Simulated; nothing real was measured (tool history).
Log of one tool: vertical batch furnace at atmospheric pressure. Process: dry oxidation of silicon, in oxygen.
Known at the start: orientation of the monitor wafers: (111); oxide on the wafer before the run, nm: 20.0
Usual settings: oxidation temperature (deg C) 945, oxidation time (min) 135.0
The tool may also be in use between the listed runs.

| run | hour | oxidation temperature (deg C) | oxidation time (min) | read-back reference wafer on the same gauge, thickness | oxide thickness on the monitor wafer (nm) |
|---|---|---|---|---|---|
| 1 | 0.0 | 945 | 135.0 | 80.79 | 84.90 |
| 2 | 11.4 | 945 | 135.0 | 80.82 | 84.86 |
| 3 | 96.6 | 945 | 135.0 | 80.85 | 85.11 |
| 4 | 121.0 | 945 | 88.0 | 80.80 | 66.49 |
| 5 | 141.2 | 945 | 135.0 | 80.76 | 85.09 |
| 6 | 168.0 | 945 | 135.0 | 80.81 | 85.01 |
| 7 | 182.1 | 945 | 135.0 | 80.75 | 85.19 |
| 8 | 202.9 | 945 | 135.0 | 80.82 | 85.20 |
| 9 | 218.6 | 945 | 135.0 | 80.78 | 84.89 |
| 10 | 243.4 | 945 | 135.0 | 80.80 | 85.11 |
| 11 | 260.1 | 958 | 135.0 | 80.78 | 92.79 |
| 12 | 270.3 | 958 | 135.0 | 80.82 | 92.96 |
| 13 | 290.2 | 958 | 135.0 | 80.82 | 92.88 |
| 14 | 309.9 | 945 | 135.0 | 80.83 | 84.75 |
| 15 | 321.2 | 945 | 135.0 | 80.81 | 84.99 |
|  | 356.0 | boat lift adjusted |
| 16 | 356.5 | 945 | 135.0 | 80.79 | 83.81 |
| 17 | 363.3 | 945 | 105.0 | 80.78 | 72.51 |
| 18 | 385.5 | 945 | 187.0 | 80.78 | 101.65 |
| 19 | 409.4 | 965 | 99.5 | 80.79 | 80.45 |
| 20 | 424.7 | 966 | 117.0 | 80.82 | 88.82 |
|  | 451.1 | thermocouples replaced and temperature profile calibrated |
| 21 | 451.6 | 925 | 69.0 | 80.78 | 50.27 |
|  | 484.8 | boat lift adjusted, repeated, since the last time left the tool worse |
| 22 | 485.3 | 938 | 135.0 | 80.83 | 82.69 |
|  | 487.0 | gauge calibrated |
| 23 | 492.0 | 945 | 179.0 | 80.83 | 102.43 |

The next listed run, before its measurement:
| 24 | 505.2 | 952 | 92.0 | ? | ? |

read-back reference wafer on the same gauge, thickness: 80.81
oxide thickness on the monitor wafer (nm): 72.77
Without the tool's hidden state the same run would have given oxide thickness on the monitor wafer (nm) 72.90.
